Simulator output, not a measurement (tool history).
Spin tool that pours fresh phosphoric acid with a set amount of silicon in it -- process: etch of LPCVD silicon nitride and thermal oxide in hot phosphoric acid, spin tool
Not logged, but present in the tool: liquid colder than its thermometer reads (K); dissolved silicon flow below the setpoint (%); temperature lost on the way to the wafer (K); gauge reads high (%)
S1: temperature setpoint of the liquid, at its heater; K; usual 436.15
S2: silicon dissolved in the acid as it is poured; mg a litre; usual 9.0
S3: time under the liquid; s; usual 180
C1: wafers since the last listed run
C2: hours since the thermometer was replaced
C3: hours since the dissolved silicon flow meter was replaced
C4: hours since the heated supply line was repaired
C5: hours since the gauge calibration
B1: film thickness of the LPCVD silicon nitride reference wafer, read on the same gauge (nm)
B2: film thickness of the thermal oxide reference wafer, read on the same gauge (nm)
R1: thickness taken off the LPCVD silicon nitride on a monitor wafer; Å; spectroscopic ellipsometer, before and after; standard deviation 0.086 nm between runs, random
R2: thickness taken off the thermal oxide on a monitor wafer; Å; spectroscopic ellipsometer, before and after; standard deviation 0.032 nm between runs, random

Run 1, day 0.000: usual settings but S2 10.5 mg a litre; C1 0; C2 1604.1; C3 93.5; C4 2861.4; C5 230.1; B1 49.98; B2 79.976. Result: R1 157.5 Å, R2 4.61 Å.
Run 2, day 0.517: usual settings but S1 435.15 K, S2 3.0 mg a litre, S3 140 s; C1 95; C2 1616.5; C3 105.9; C4 2873.8; C5 242.5; B1 50.01; B2 79.985. Result: R1 118.4 Å, R2 3.85 Å.
Run 3, day 1.150: usual settings but S1 435.15 K, S2 13.5 mg a litre, S3 290 s; C1 117; C2 1631.7; C3 121.1; C4 2889.0; C5 257.7; B1 49.99; B2 80.025. Result: R1 244.6 Å, R2 6.14 Å.
Run 4, day 1.638: usual settings but S1 437.65 K; C1 90; C2 1643.4; C3 132.8; C4 2900.7; C5 269.4; B1 50.01; B2 79.994. Result: R1 165.6 Å, R2 5.28 Å.
At day 2.442: thermometer replaced.
Run 5, day 2.596: usual settings but S1 434.15 K, S2 16.0 mg a litre; C1 169; C2 3.7; C3 155.8; C4 2923.7; C5 292.4; B1 49.99; B2 80.009. Result: R1 158.7 Å, R2 3.79 Å.
Run 6, day 4.150: usual settings; C1 287; C2 41.0; C3 193.1; C4 2961.0; C5 329.7; B1 50.01; B2 79.998. Result: R1 168.4 Å, R2 5.63 Å.
Run 7, day 5.100: usual settings but S3 260 s; C1 175; C2 63.8; C3 215.9; C4 2983.8; C5 352.5; B1 50.00; B2 79.966. Result: R1 244.3 Å, R2 8.10 Å.
Run 8, day 5.729: usual settings but S3 250 s; C1 116; C2 78.9; C3 231.0; C4 2998.9; C5 367.6; B1 50.02; B2 80.009. Result: R1 234.0 Å, R2 7.08 Å.
Run 9, day 6.254: usual settings but S2 5.0 mg a litre; C1 97; C2 91.5; C3 243.6; C4 3011.5; C5 380.2; B1 50.01; B2 79.986. Result: R1 169.2 Å, R2 5.93 Å.
Run 10, day 6.712: usual settings; C1 84; C2 102.5; C3 254.6; C4 3022.5; C5 391.2; B1 50.00; B2 80.027. Result: R1 168.4 Å, R2 5.34 Å.
At day 6.846: heated supply line repaired.
Run 11, day 7.258: usual settings but S1 433.65 K, S2 14.0 mg a litre, S3 80 s; C1 93; C2 115.6; C3 267.7; C4 9.9; C5 404.3; B1 50.01; B2 80.021. Result: R1 68.7 Å, R2 1.80 Å.
At day 7.383: gauge calibrated.
Run 12, day 7.942: usual settings but S1 435.15 K, S2 6.5 mg a litre, S3 215 s; C1 126; C2 132.0; C3 284.1; C4 26.3; C5 13.4; B1 49.99; B2 80.032. Result: R1 193.9 Å, R2 5.32 Å.
Run 13, day 8.325: usual settings but S1 434.65 K, S2 12.5 mg a litre, S3 215 s; C1 71; C2 141.2; C3 293.3; C4 35.5; C5 22.6; B1 49.99; B2 79.994. Result: R1 190.3 Å, R2 5.12 Å.
Run 14, day 8.758: usual settings; C1 80; C2 151.6; C3 303.7; C4 45.9; C5 33.0; B1 49.99; B2 79.971. Result: R1 168.5 Å, R2 5.50 Å.
Run 15, day 9.333: usual settings but S1 434.15 K, S2 5.5 mg a litre, S3 140 s; C1 106; C2 165.4; C3 317.5; C4 59.7; C5 46.8; B1 49.99; B2 80.008. Result: R1 122.0 Å, R2 3.64 Å.
Run 16, day 10.017: usual settings; C1 126; C2 181.8; C3 333.9; C4 76.1; C5 63.2; B1 50.00; B2 80.009. Result: R1 169.1 Å, R2 5.60 Å.
Run 17, day 10.579: usual settings but S2 15.0 mg a litre, S3 75 s; C1 104; C2 195.3; C3 347.4; C4 89.6; C5 76.7; B1 50.01; B2 79.986. Result: R1 70.1 Å, R2 1.91 Å.
Run 18, day 11.171: usual settings; C1 109; C2 209.5; C3 361.6; C4 103.8; C5 90.9; B1 50.01; B2 79.986. Result: R1 168.1 Å, R2 5.46 Å.
Run 19, day 11.433: usual settings but S1 438.15 K; C1 48; C2 215.8; C3 367.9; C4 110.1; C5 97.2; B1 49.97; B2 80.005. Result: R1 178.0 Å, R2 5.90 Å.
Run 20, day 12.083: usual settings but S1 437.65 K, S2 15.5 mg a litre; C1 120; C2 231.4; C3 383.5; C4 125.7; C5 112.8; B1 49.97; B2 79.991. Result: R1 176.5 Å, R2 4.91 Å.
Run 21, day 12.400: usual settings but S1 435.15 K, S2 5.5 mg a litre, S3 145 s; C1 58; C2 239.0; C3 391.1; C4 133.3; C5 120.4; B1 49.98; B2 79.988. Result: R1 130.3 Å, R2 4.51 Å.
Run 22, day 13.012: usual settings but S2 6.5 mg a litre; C1 113; C2 253.7; C3 405.8; C4 148.0; C5 135.1; B1 50.01; B2 79.992. Result: R1 166.8 Å, R2 5.34 Å.

A few steps of R1 between consecutive runs. Split each: what settings, incoming material and random variation would produce without the hidden state, and what is left over for the hidden state, along with gauge scatter present in only one of the two compared results (measured, and without hidden state):
Run 2 -> 3: S2 3.0 -> 13.5, S3 140 -> 290. R1 +126.2 Å: hidden state -10.9, all else +137.1.
Run 4 -> 5: S1 437.65 -> 434.15, S2 9.0 -> 16.0, thermometer replaced. R1 -6.9 Å: hidden state +12.8, all else -19.7.
Run 11 -> 12: S1 433.65 -> 435.15, S2 14.0 -> 6.5, S3 80 -> 215, gauge calibrated. R1 +125.2 Å: hidden state -1.7, all else +126.9.
